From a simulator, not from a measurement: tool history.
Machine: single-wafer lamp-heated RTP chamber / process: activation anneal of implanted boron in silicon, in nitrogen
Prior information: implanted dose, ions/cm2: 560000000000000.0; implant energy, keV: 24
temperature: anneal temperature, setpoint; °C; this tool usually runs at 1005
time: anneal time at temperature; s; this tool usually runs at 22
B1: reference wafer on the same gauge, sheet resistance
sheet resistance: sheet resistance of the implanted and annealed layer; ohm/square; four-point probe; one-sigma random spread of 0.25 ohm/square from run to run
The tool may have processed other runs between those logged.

Run 1, day 0.000: usual settings but temperature 985 °C; B1 135.01. Result: sheet resistance 172.41 ohm/square.
Run 2, day 0.250: usual settings but temperature 985 °C; B1 134.99. Result: sheet resistance 172.56 ohm/square.
Run 3, day 0.696: usual settings but temperature 985 °C; B1 135.01. Result: sheet resistance 171.97 ohm/square.
Run 4, day 1.029: usual settings but temperature 982 °C, time 27 s; B1 134.96. Result: sheet resistance 172.07 ohm/square.
Run 5, day 1.579: usual settings but temperature 982 °C, time 27 s; B1 135.01. Result: sheet resistance 172.43 ohm/square.
Run 6, day 2.312: usual settings but temperature 982 °C, time 27 s; B1 134.97. Result: sheet resistance 171.80 ohm/square.
Run 7, day 2.596: usual settings but time 32 s; B1 134.99. Result: sheet resistance 165.14 ohm/square.
Run 8, day 3.204: usual settings but time 32 s; B1 135.01. Result: sheet resistance 164.89 ohm/square.
Run 9, day 3.508: usual settings but time 32 s; B1 134.98. Result: sheet resistance 165.10 ohm/square.
Run 10, day 4.212: usual settings; B1 134.98. Result: sheet resistance 165.75 ohm/square.
Run 11, day 5.692: usual settings but temperature 1014 °C, time 27 s; B1 134.98. Result: sheet resistance 163.43 ohm/square.
Run 12, day 6.338: usual settings but temperature 987 °C, time 31 s; B1 135.01. Result: sheet resistance 167.43 ohm/square.
Run 13, day 6.879: usual settings but temperature 992 °C, time 34 s; B1 134.99. Result: sheet resistance 165.82 ohm/square.
At day 7.721: reflector plate cleaned.
Run 14, day 7.742: usual settings but temperature 985 °C, time 33 s; B1 135.00. Result: sheet resistance 169.03 ohm/square.
Run 15, day 8.071: usual settings but temperature 1032 °C; B1 134.99. Result: sheet resistance 163.12 ohm/square.
At day 8.542: pyrometer window cleaned and pyrometer calibrated.
Run 16, day 8.667: usual settings but temperature 977 °C; B1 135.01. Result: sheet resistance 178.54 ohm/square.
Run 17, day 9.008: usual settings; B1 134.96. Result: sheet resistance 166.64 ohm/square.
At day 9.388: gauge calibrated.
Run 18, day 9.588: usual settings; B1 134.99. Result: sheet resistance 166.31 ohm/square.
Run 19, day 11.208: usual settings but temperature 987 °C, time 29 s; B1 134.96. Result: sheet resistance 171.53 ohm/square.
Run 20, day 11.812: usual settings but temperature 1014 °C, time 15 s; B1 135.03. Result: sheet resistance 166.06 ohm/square.

Selected run-to-run steps in sheet resistance, each split into two signed amounts: the part the tool would show with no hidden state at all (from settings, incoming material and random variation), and the remainder, which goes to the hidden state together with any gauge scatter not common to the measured and the hidden-state-free results:
Hidden state at play: true wafer temperature minus pyrometer reading, K; wafer temperature error from the tarnished reflector plate, K; gauge reads high (%).
Run 11 -> 12: temperature 1014 -> 987, time 27 -> 31. sheet resistance +4.00 ohm/square: hidden state -3.24, all else +7.24.
Run 14 -> 15: temperature 985 -> 1032, time 33 -> 22. sheet resistance -5.91 ohm/square: hidden state +3.04, all else -8.95.
Run 15 -> 16: temperature 1032 -> 977, pyrometer window cleaned and pyrometer calibrated. sheet resistance +15.42 ohm/square: hidden state -0.62, all else +16.04.
Run 16 -> 17: temperature 977 -> 1005. sheet resistance -11.90 ohm/square: hidden state +1.01, all else -12.91.

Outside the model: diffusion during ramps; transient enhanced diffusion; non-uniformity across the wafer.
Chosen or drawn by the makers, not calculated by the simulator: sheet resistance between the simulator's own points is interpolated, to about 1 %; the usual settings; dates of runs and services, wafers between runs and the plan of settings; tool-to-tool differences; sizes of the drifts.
